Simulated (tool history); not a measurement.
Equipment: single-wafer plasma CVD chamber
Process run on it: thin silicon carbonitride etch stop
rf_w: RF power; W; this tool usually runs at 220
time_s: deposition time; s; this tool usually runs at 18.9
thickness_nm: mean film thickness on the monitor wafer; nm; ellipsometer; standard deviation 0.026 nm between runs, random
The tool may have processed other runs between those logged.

run    hour  rf_w  time_s  read-back reference wafer on the same gauge, thickness_nm  thickness_nm
  1     0.0   220    18.9                                                     10.402        11.195
  2    66.0   220    18.9                                                     10.400        11.214
  3    91.3   220    18.9                                                     10.403        11.143
  4   123.3   255    18.9                                                     10.399        11.680
  5   168.5   245    20.2                                                     10.397        12.339
  6   203.0   245    20.2                                                     10.400        12.346
  7   266.4   240    20.6                                                     10.400        12.508
  8   337.2   240    20.6                                                     10.398        12.483
      365.3  -- showerhead replaced
  9   377.1   240    20.6                                                     10.398        12.518
 10   433.0   220    16.7                                                     10.397         9.826
 11   556.2   250    21.9                                                     10.401        13.411
      612.4  -- gauge calibrated
 12   616.8   245    18.9                                                     10.400        11.487
 13   676.9   220    18.9                                                     10.401        11.195
 14   719.5   220    16.2                                                     10.402         9.553
 15   766.7   175    21.6                                                     10.402        11.831
 16   807.5   220    18.9                                                     10.398        11.122
 17   852.0   220    22.4                                                     10.401        13.198
 18   886.4   235    15.2                                                     10.397         9.121
 19   935.3   180    18.9                                                     10.404        10.411
 20   977.1   220    18.9                                                     10.402        11.098
      992.6  -- thermocouple changed; heater temperature recalibrated
 21  1042.8   185    18.9                                                     10.399        10.507
 22  1076.1   200    18.9                                                     10.401        10.832
 23  1102.9   195    16.5                                                     10.398         9.305
 24  1138.8   200    16.1                                                     10.400         9.202
 25  1167.5   220    22.5                                                     10.404        13.253
     1179.5  -- RF generator calibrated
 26  1234.3   200    21.4                                                     10.400        12.465
 27  1450.3   220    17.8                                                     10.396        10.693
 28  1507.1   220    20.7                                                     10.398        12.341
 29  1554.7   240    17.0                                                     10.399        10.432
 30  1612.4   220    16.5                                                     10.399         9.854
 31  1663.8   260    17.8                                                     10.403        11.204
 32  1753.6   185    17.8                                                     10.405        10.013
 33  1820.2   255    18.9                                                     10.394        11.792
 34  1844.5   205    21.4                                                     10.403        12.440
 35  2046.2   245    20.3                                                     10.400        12.413

The same runs without the tool's hidden state, with the same run-to-run variation:
What the log doesn't record here: wafer temperature above the value expected at the setpoint (K); delivered RF power above the setpoint (%); gauge reads high (%).
run  thickness_nm
  1        11.455
  2        11.479
  3        11.408
  4        11.960
  5        12.638
  6        12.648
  7        12.819
  8        12.798
  9        12.835
 10        10.077
 11        13.760
 12        11.788
 13        11.490
 14         9.807
 15        12.147
 16        11.419
 17        13.552
 18         9.367
 19        10.692
 20        11.399
 21        10.793
 22        11.127
 23         9.559
 24         9.454
 25        13.616
 26        12.511
 27        10.802
 28        12.484
 29        10.565
 30         9.992
 31        11.373
 32        10.181
 33        12.003
 34        12.667
 35        12.673

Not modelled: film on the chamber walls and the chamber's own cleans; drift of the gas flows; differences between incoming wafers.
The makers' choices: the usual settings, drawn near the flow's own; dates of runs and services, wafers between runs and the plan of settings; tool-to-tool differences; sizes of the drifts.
